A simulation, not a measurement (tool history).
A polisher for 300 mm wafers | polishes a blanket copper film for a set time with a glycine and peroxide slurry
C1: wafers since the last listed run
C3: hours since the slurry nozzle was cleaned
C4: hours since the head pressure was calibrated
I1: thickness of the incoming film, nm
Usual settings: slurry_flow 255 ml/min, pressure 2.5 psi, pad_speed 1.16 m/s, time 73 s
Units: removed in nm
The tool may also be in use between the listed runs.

Run 1, hour 0: usual settings; C1 0; wafers polished on this pad 2597; C3 283.6; C4 526.1; I1 1638.1. Result: removed 403.2 nm.
At hour 43.7: worn pad replaced by a new one.
Run 2, hour 84: usual settings; C1 431; wafers polished on this pad 217; C3 367.6; C4 610.1; I1 1700.3. Result: removed 396.6 nm.
Run 3, hour 135: usual settings; C1 275; wafers polished on this pad 492; C3 418.6; C4 661.1; I1 1685.6. Result: removed 396.1 nm.
At hour 146.2: head pressure recalibrated.
Run 4, hour 178: usual settings; C1 221; wafers polished on this pad 713; C3 461.6; C4 31.8; I1 1663.9. Result: removed 394.1 nm.
Run 5, hour 234.8: usual settings; C1 306; wafers polished on this pad 1019; C3 518.4; C4 88.6; I1 1654.6. Result: removed 396 nm.
Run 6, hour 301.3: usual settings; C1 358; wafers polished on this pad 1378; C3 584.9; C4 155.1; I1 1672.6. Result: removed 396.4 nm.
Run 7, hour 368.4: usual settings but slurry_flow 200 ml/min, time 87 s; C1 361; wafers polished on this pad 1740; C3 652; C4 222.2; I1 1658. Result: removed 463.1 nm.
Run 8, hour 407.1: usual settings but slurry_flow 200 ml/min, time 87 s; C1 208; wafers polished on this pad 1948; C3 690.7; C4 260.9; I1 1653.7. Result: removed 449.9 nm.
At hour 431.3: slurry nozzle cleaned.
Run 9, hour 459.8: usual settings but slurry_flow 200 ml/min, time 87 s; C1 278; wafers polished on this pad 2227; C3 28.5; C4 313.6; I1 1676.4. Result: removed 479.2 nm.
At hour 496.1: worn pad replaced by a new one.
Run 10, hour 517.3: usual settings; C1 288; wafers polished on this pad 114; C3 86; C4 371.1; I1 1671. Result: removed 403.4 nm.
Run 11, hour 580.8: usual settings; C1 342; wafers polished on this pad 456; C3 149.5; C4 434.6; I1 1636. Result: removed 403.5 nm.
Run 12, hour 621: usual settings; C1 216; wafers polished on this pad 673; C3 189.7; C4 474.8; I1 1667.9. Result: removed 398.4 nm.
Run 13, hour 686.7: usual settings; C1 354; wafers polished on this pad 1027; C3 255.4; C4 540.5; I1 1679.7. Result: removed 391 nm.
At hour 767.8: head pressure recalibrated.
Run 14, hour 783.8: usual settings; C1 512; wafers polished on this pad 1540; C3 352.5; C4 16; I1 1698.3. Result: removed 393.4 nm.
Run 15, hour 839.4: usual settings; C1 299; wafers polished on this pad 1840; C3 408.1; C4 71.6; I1 1695.8. Result: removed 390.6 nm.
Run 16, hour 880.4: usual settings; C1 221; wafers polished on this pad 2061; C3 449.1; C4 112.6; I1 1653.4. Result: removed 389.6 nm.
At hour 943.8: worn pad replaced by a new one.
Run 17, hour 981.6: usual settings but pressure 2.1 psi; C1 524; wafers polished on this pad 203; C3 550.3; C4 213.8; I1 1685.8. Result: removed 357.3 nm.
At hour 1038: slurry nozzle cleaned.
Run 18, hour 1087.2: usual settings but pad_speed 1.04 m/s; C1 564; wafers polished on this pad 767; C3 49.2; C4 319.4; I1 1661.4. Result: removed 376.5 nm.
Run 19, hour 1200.9: usual settings; C1 613; wafers polished on this pad 1380; C3 162.9; C4 433.1; I1 1670.9. Result: removed 403.6 nm.
At hour 1269.8: head pressure recalibrated.
At hour 1476.7: worn pad replaced by a new one.
Run 20, hour 1518: usual settings but pressure 1.9 psi, time 81 s; C1 1677; wafers polished on this pad 222; C3 480; C4 248.2; I1 1678.9. Result: removed 387.7 nm.

Forecast run 21:
Run 21, hour 1618.9: usual settings; C1 544; wafers polished on this pad 766; C3 580.9; C4 349.1; I1 1667.1. Result: removed ?.

Run 21 gave removed 389.9 nm.
Without the tool's hidden state the same run would have given removed 410.6 nm.
